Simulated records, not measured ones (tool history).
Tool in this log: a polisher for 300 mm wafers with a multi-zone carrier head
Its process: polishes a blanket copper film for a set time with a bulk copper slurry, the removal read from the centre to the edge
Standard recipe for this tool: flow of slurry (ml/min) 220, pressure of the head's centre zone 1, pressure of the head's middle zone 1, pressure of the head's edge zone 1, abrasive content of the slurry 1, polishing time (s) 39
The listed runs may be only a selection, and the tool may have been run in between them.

run,hour,flow of slurry (ml/min),pressure of the head's centre zone,pressure of the head's middle zone,pressure of the head's edge zone,abrasive content of the slurry,polishing time (s),wafers since the last listed run,wafers polished on this pad,hours since the slurry nozzle was cleaned,hours since the centre zone pressure was calibrated,hours since the edge zone pressure was calibrated,hours since the carrier head's membrane was replaced,"incoming thickness of the incoming film, nm",film removed at the wafer's centre (Å),film removed at mid-radius (Å),film removed at the wafer's edge (Å)
1,0,220,1,1,1,1,39,0,145,44.2,451.6,790.8,1390.6,3539.2,3519,3583,3558
2,6.8,220,1,1,1.09,1,39,91,236,51,458.4,797.6,1397.4,3568.5,3423,3561,3670
3,15.6,220,1,1,1.09,1,39,117,354,59.8,467.2,806.4,1406.2,3578.6,3458,3513,3643
4,24.5,220,1,1.04,1,1,47,119,474,68.7,476.1,815.3,1415.1,3571.2,4107,4308,4192
5,34.2,220,1,1,1,1,39,130,604,78.4,485.8,825,1424.8,3591.5,3363,3427,3391
6,74.3,155,0.94,1.1,1,1,39,537,1141,118.5,525.9,865.1,1464.9,3566.8,2883,3436,3170
# hour 78.3: worn pad replaced by a new one
7,83.2,175,1,1,1,1,25,66,66,127.4,534.8,874,1473.8,3653.3,2143,2171,2232
8,96.6,220,1,1.06,1,1.1,39,179,245,140.8,548.2,887.4,1487.2,3587.1,3541,3849,3623
9,109.8,220,1,1,0.93,1.1,27,176,422,154,561.4,900.6,1500.4,3525.7,2415,2530,2410
10,121.5,220,1,0.95,1,0.8,39,156,579,165.7,573.1,912.3,1512.1,3514.5,3182,3108,3241
11,137.3,220,1,1.06,1,1.1,39,211,791,181.5,588.9,928.1,1527.9,3546.8,3353,3666,3434
12,145.8,220,1,1,1,1,39,113,905,190,597.4,936.6,1536.4,3594.3,3274,3393,3383
# hour 151.7: centre zone pressure recalibrated
13,152.1,220,1,1,1,1,39,57,962,196.3,0.4,942.9,1542.7,3620.3,3260,3297,3316
# hour 159.5: edge zone pressure recalibrated
# hour 165: carrier head's membrane replaced by a new one
14,165.5,220,1,1,1.1,1.3,48,85,1048,209.7,13.8,6,0.5,3591,4208,4291,4503
# hour 174.4: worn pad replaced by a new one
15,182.5,265,1,0.92,1.11,1,48,174,108,226.7,30.8,23,17.5,3581.3,4427,4198,4688
16,195.8,220,1.04,1,0.89,1,51,178,286,240,44.1,36.3,30.8,3611.9,4775,4626,4440
17,212.1,220,1,1,1.1,0.7,39,218,505,256.3,60.4,52.6,47.1,3606.2,3071,3199,3303
18,222.3,160,0.89,1.11,0.96,1,39,136,642,266.5,70.6,62.8,57.3,3572.7,2866,3627,3248
19,232.4,220,1,1,1.04,1,39,135,777,276.6,80.7,72.9,67.4,3573.4,3345,3419,3473
# hour 257: worn pad replaced by a new one
20,268.8,185,1,1,1.12,1,39,434,158,313,117.1,109.3,103.8,3595.2,3354,3449,3682
21,282.7,220,0.89,1,1,1.1,39,186,344,326.9,131,123.2,117.7,3600.9,3135,3644,3615

Selected run-to-run steps in film removed at the wafer's centre (Å), each split into two signed amounts: the part the tool would show with no hidden state at all (from settings, incoming material and random variation), and the remainder, which goes to the hidden state together with any gauge scatter not common to the measured and the hidden-state-free results:
The tool's hidden condition here consists of: removal rate lost through wear of the pad, %; slurry flow missing at the pad, %; deviation of the centre zone's pressure from its setpoint, %; deviation of the edge zone's pressure from its setpoint, %.
Run 6 -> 7: flow of slurry (ml/min) 155 -> 175, pressure of the head's centre zone 0.94 -> 1, pressure of the head's middle zone 1.1 -> 1, polishing time (s) 39 -> 25, worn pad replaced by a new one. film removed at the wafer's centre (Å) -740: hidden state +248, all else -988.
Run 7 -> 8: flow of slurry (ml/min) 175 -> 220, pressure of the head's middle zone 1 -> 1.06, abrasive content of the slurry 1 -> 1.1, polishing time (s) 25 -> 39. film removed at the wafer's centre (Å) +1398: hidden state -67, all else +1465.
Run 14 -> 15: flow of slurry (ml/min) 220 -> 265, pressure of the head's middle zone 1 -> 0.92, pressure of the head's edge zone 1.1 -> 1.11, abrasive content of the slurry 1.3 -> 1, worn pad replaced by a new one. film removed at the wafer's centre (Å) +219: hidden state +377, all else -158.
Run 16 -> 17: pressure of the head's centre zone 1.04 -> 1, pressure of the head's edge zone 0.89 -> 1.1, abrasive content of the slurry 1 -> 0.7, polishing time (s) 51 -> 39. film removed at the wafer's centre (Å) -1704: hidden state -9, all else -1695.
